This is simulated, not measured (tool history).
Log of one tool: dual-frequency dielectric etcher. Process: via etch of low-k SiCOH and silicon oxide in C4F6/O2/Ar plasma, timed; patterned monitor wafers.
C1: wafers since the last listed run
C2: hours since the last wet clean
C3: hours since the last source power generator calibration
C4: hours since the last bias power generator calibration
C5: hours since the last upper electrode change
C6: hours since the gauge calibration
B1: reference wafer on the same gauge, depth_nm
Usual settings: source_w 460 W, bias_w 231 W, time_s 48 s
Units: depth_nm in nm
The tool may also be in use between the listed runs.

Run 1, hour 0: usual settings; C1 0; C2 546.8; C3 3970.2; C4 3998.6; C5 2548.8; C6 463.9; B1 148. Result: depth_nm 137 nm.
At hour 29.4: wet clean of the chamber.
Run 2, hour 92.2: usual settings; C1 1160; C2 62.8; C3 4062.4; C4 4090.8; C5 2641; C6 556.1; B1 148. Result: depth_nm 136 nm.
Run 3, hour 156: usual settings; C1 1085; C2 126.6; C3 4126.2; C4 4154.6; C5 2704.8; C6 619.9; B1 148. Result: depth_nm 136.3 nm.
Run 4, hour 263.7: usual settings; C1 1832; C2 234.3; C3 4233.9; C4 4262.3; C5 2812.5; C6 727.6; B1 148. Result: depth_nm 136.2 nm.
Run 5, hour 313: usual settings but source_w 500 W; C1 838; C2 283.6; C3 4283.2; C4 4311.6; C5 2861.8; C6 776.9; B1 147.9. Result: depth_nm 141.8 nm.
Run 6, hour 350.5: usual settings but source_w 500 W; C1 638; C2 321.1; C3 4320.7; C4 4349.1; C5 2899.3; C6 814.4; B1 147.9. Result: depth_nm 141.9 nm.
Run 7, hour 433.6: usual settings but time_s 37.5 s; C1 1414; C2 404.2; C3 4403.8; C4 4432.2; C5 2982.4; C6 897.5; B1 148. Result: depth_nm 106.6 nm.
At hour 470.5: gauge calibrated.
Run 8, hour 506: usual settings but time_s 37.5 s; C1 1231; C2 476.6; C3 4476.2; C4 4504.6; C5 3054.8; C6 35.5; B1 148. Result: depth_nm 106.6 nm.
Run 9, hour 551.5: usual settings but time_s 37.5 s; C1 774; C2 522.1; C3 4521.7; C4 4550.1; C5 3100.3; C6 81; B1 148. Result: depth_nm 106.6 nm.
At hour 562.7: source power generator calibrated.
Run 10, hour 652.2: usual settings but source_w 530 W; C1 1645; C2 622.8; C3 89.5; C4 4650.8; C5 3201; C6 181.7; B1 148. Result: depth_nm 149.7 nm.
At hour 750.8: wet clean of the chamber.
Run 11, hour 784.1: usual settings but source_w 540 W, bias_w 181 W, time_s 56.5 s; C1 1836; C2 33.3; C3 221.4; C4 4782.7; C5 3332.9; C6 313.6; B1 148. Result: depth_nm 165.5 nm.
Run 12, hour 859.7: usual settings but time_s 37.5 s; C1 1286; C2 108.9; C3 297; C4 4858.3; C5 3408.5; C6 389.2; B1 148. Result: depth_nm 108.6 nm.
At hour 866.6: bias power generator calibrated.
Run 13, hour 1084.9: usual settings but source_w 570 W; C1 3764; C2 334.1; C3 522.2; C4 218.3; C5 3633.7; C6 614.4; B1 148. Result: depth_nm 153.6 nm.
Run 14, hour 1151.6: usual settings but source_w 350 W, bias_w 188 W; C1 1134; C2 400.8; C3 588.9; C4 285; C5 3700.4; C6 681.1; B1 148.1. Result: depth_nm 116.3 nm.
Run 15, hour 1191: usual settings but source_w 410 W, bias_w 212 W, time_s 55 s; C1 670; C2 440.2; C3 628.3; C4 324.4; C5 3739.8; C6 720.5; B1 148. Result: depth_nm 148.4 nm.
At hour 1229.2: gauge calibrated.
At hour 1236.1: upper electrode replaced.
Run 16, hour 1266.8: usual settings; C1 881; C2 516; C3 704.1; C4 400.2; C5 30.7; C6 37.6; B1 147.9. Result: depth_nm 140.1 nm.
At hour 1344.4: wet clean of the chamber.
Run 17, hour 1353: usual settings but bias_w 206 W, time_s 56 s; C1 1058; C2 8.6; C3 790.3; C4 486.4; C5 116.9; C6 123.8; B1 148. Result: depth_nm 157.4 nm.
Run 18, hour 1428.3: usual settings but source_w 350 W, bias_w 261 W, time_s 37.5 s; C1 1281; C2 83.9; C3 865.6; C4 561.7; C5 192.2; C6 199.1; B1 148. Result: depth_nm 98.4 nm.
Run 19, hour 1513.6: usual settings but source_w 510 W, bias_w 176 W, time_s 35 s; C1 1451; C2 169.2; C3 950.9; C4 647; C5 277.5; C6 284.4; B1 148. Result: depth_nm 98.9 nm.
Run 20, hour 1584.1: usual settings but source_w 370 W, bias_w 275 W, time_s 36.5 s; C1 1199; C2 239.7; C3 1021.4; C4 717.5; C5 348; C6 354.9; B1 148. Result: depth_nm 100.1 nm.

4 ways to go on from here, each from the tool as it stands after run 20. What would each give?
Run A, hour 1584.5: usual settings; C1 6; C2 240.1; C3 1021.8; C4 717.9; C5 348.4; C6 355.3; B1 ?. Result: depth_nm ?.
Run B, hour 1584.5: usual settings but time_s 34 s; C1 6; C2 240.1; C3 1021.8; C4 717.9; C5 348.4; C6 355.3; B1 ?. Result: depth_nm ?.
Run C, hour 1584.5: usual settings but source_w 500 W, bias_w 266 W, time_s 58.5 s; C1 6; C2 240.1; C3 1021.8; C4 717.9; C5 348.4; C6 355.3; B1 ?. Result: depth_nm ?.
Run D, hour 1584.5: usual settings but source_w 400 W, time_s 61 s; C1 6; C2 240.1; C3 1021.8; C4 717.9; C5 348.4; C6 355.3; B1 ?. Result: depth_nm ?.

run   B1  depth_nm
  A  148     139.3
  B  148      98.6
  C  148     183.1
  D  148     165.7
Without the tool's hidden state the same runs would have given:
run  depth_nm
  A     138.9
  B      98.4
  C     182.7
  D     165.4
